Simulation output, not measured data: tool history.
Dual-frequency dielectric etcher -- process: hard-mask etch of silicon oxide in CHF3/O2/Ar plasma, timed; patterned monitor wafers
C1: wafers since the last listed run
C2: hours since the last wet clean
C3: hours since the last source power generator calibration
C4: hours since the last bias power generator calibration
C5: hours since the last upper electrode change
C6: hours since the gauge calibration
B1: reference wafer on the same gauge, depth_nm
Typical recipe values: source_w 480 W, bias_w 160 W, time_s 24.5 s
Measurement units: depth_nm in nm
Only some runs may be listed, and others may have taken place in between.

Run 1, hour 0.0: usual settings; C1 0; C2 328.3; C3 4607.2; C4 3550.2; C5 2332.9; C6 678.0; B1 37.61. Result: depth_nm 44.72 nm.
Run 2, hour 42.3: usual settings; C1 562; C2 370.6; C3 4649.5; C4 3592.5; C5 2375.2; C6 720.3; B1 37.57. Result: depth_nm 45.48 nm.
At hour 82.1: wet clean of the chamber.
Run 3, hour 93.5: usual settings; C1 361; C2 11.4; C3 4700.7; C4 3643.7; C5 2426.4; C6 771.5; B1 37.61. Result: depth_nm 42.76 nm.
Run 4, hour 202.9: usual settings but time_s 21.5 s; C1 1454; C2 120.8; C3 4810.1; C4 3753.1; C5 2535.8; C6 880.9; B1 37.63. Result: depth_nm 38.26 nm.
Run 5, hour 256.0: usual settings but time_s 21.5 s; C1 705; C2 173.9; C3 4863.2; C4 3806.2; C5 2588.9; C6 934.0; B1 37.60. Result: depth_nm 38.60 nm.
Run 6, hour 306.9: usual settings but time_s 21.5 s; C1 676; C2 224.8; C3 4914.1; C4 3857.1; C5 2639.8; C6 984.9; B1 37.58. Result: depth_nm 38.53 nm.
Run 7, hour 360.4: usual settings but bias_w 151 W, time_s 28.0 s; C1 711; C2 278.3; C3 4967.6; C4 3910.6; C5 2693.3; C6 1038.4; B1 37.54. Result: depth_nm 49.75 nm.
At hour 437.3: wet clean of the chamber.
Run 8, hour 542.5: usual settings but bias_w 151 W, time_s 28.0 s; C1 2101; C2 105.2; C3 5149.7; C4 4092.7; C5 2875.4; C6 1220.5; B1 37.64. Result: depth_nm 48.26 nm.
Run 9, hour 572.1: usual settings but source_w 540 W, bias_w 189 W; C1 393; C2 134.8; C3 5179.3; C4 4122.3; C5 2905.0; C6 1250.1; B1 37.68. Result: depth_nm 47.65 nm.
At hour 606.4: source power generator calibrated.
At hour 631.4: upper electrode replaced.
Run 10, hour 631.9: usual settings but source_w 540 W, bias_w 189 W; C1 422; C2 194.6; C3 25.5; C4 4182.1; C5 0.5; C6 1309.9; B1 37.61. Result: depth_nm 48.68 nm.
Run 11, hour 669.6: usual settings but source_w 540 W, bias_w 189 W; C1 501; C2 232.3; C3 63.2; C4 4219.8; C5 38.2; C6 1347.6; B1 37.60. Result: depth_nm 48.71 nm.
Run 12, hour 731.0: usual settings; C1 816; C2 293.7; C3 124.6; C4 4281.2; C5 99.6; C6 1409.0; B1 37.59. Result: depth_nm 44.81 nm.
Run 13, hour 761.3: usual settings; C1 402; C2 324.0; C3 154.9; C4 4311.5; C5 129.9; C6 1439.3; B1 37.52. Result: depth_nm 44.58 nm.
At hour 818.9: wet clean of the chamber.
Run 14, hour 819.4: usual settings; C1 453; C2 0.5; C3 213.0; C4 4369.6; C5 188.0; C6 1497.4; B1 37.58. Result: depth_nm 42.24 nm.
At hour 840.4: bias power generator calibrated.
Run 15, hour 848.0: usual settings but bias_w 124 W, time_s 28.0 s; C1 327; C2 29.1; C3 241.6; C4 7.6; C5 216.6; C6 1526.0; B1 37.64. Result: depth_nm 43.65 nm.
Run 16, hour 898.5: usual settings but time_s 21.5 s; C1 671; C2 79.6; C3 292.1; C4 58.1; C5 267.1; C6 1576.5; B1 37.60. Result: depth_nm 37.68 nm.
Run 17, hour 954.1: usual settings but source_w 550 W, bias_w 135 W, time_s 27.0 s; C1 739; C2 135.2; C3 347.7; C4 113.7; C5 322.7; C6 1632.1; B1 37.60. Result: depth_nm 46.48 nm.

Run 18 has not been measured yet. What should we expect?
Run 18, hour 998.6: usual settings; C1 591; C2 179.7; C3 392.2; C4 158.2; C5 367.2; C6 1676.6; B1 ?. Result: depth_nm ?.

Run 18 produced B1 37.64, depth_nm 43.92 nm.
The same run, on a tool lacking any hidden state, would have yielded depth_nm 43.10 nm.
